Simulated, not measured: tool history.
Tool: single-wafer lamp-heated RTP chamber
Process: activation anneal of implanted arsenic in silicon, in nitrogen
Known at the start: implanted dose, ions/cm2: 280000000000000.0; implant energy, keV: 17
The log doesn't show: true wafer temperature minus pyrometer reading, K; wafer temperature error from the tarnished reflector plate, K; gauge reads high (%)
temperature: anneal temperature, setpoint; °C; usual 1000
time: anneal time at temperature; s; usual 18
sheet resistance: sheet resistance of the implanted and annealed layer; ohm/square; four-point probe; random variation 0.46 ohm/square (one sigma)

run,day,temperature,time,wafers since the last listed run,wafers since the last pyrometer calibration,wafers since the reflector plate was cleaned,hours since the gauge calibration,"read-back reference wafer on the same gauge, sheet resistance",sheet resistance
1,0.000,1000,18,0,5265,6127,55.5,297.24,309.57
2,0.846,1000,18,321,5587,6448,75.8,297.36,308.45
3,2.171,1024,22,502,6089,6951,107.6,297.96,305.32
4,3.167,1024,22,378,6468,7329,131.5,298.14,305.78
5,3.800,1000,18,240,6708,7570,146.7,298.34,310.40
6,5.229,1000,18,542,7250,8112,181.0,298.82,310.69
# day 6.254: reflector plate cleaned
7,6.354,1000,18,300,7551,38,208.0,299.45,311.47
8,7.762,987,13,534,8086,573,241.8,300.09,315.17
# day 8.567: pyrometer window cleaned and pyrometer calibrated
# day 8.675: gauge calibrated
9,8.871,1000,18,294,114,867,4.7,297.00,308.74
10,9.829,1000,18,363,478,1231,27.7,297.17,309.36
11,10.896,976,11,404,883,1636,53.3,297.12,313.14
12,11.596,1023,28,265,1149,1901,70.1,297.30,303.47
13,12.525,1000,10,352,1502,2254,92.4,297.49,312.01
14,13.929,1011,14,533,2035,2787,126.1,297.85,309.59

3 ways to go on from here, each from the tool as it stands after run 14. What would each give?
A,13.946,1000,18,6,2041,2793,126.5,?,?
B,13.946,1022,9,6,2041,2793,126.5,?,?
C,13.946,977,18,6,2041,2793,126.5,?,?

run,"read-back reference wafer on the same gauge, sheet resistance",sheet resistance
A,297.92,309.70
B,297.92,310.59
C,297.92,312.06
Without the tool's hidden state the same runs would have given:
run,sheet resistance
A,308.83
B,309.72
C,311.19
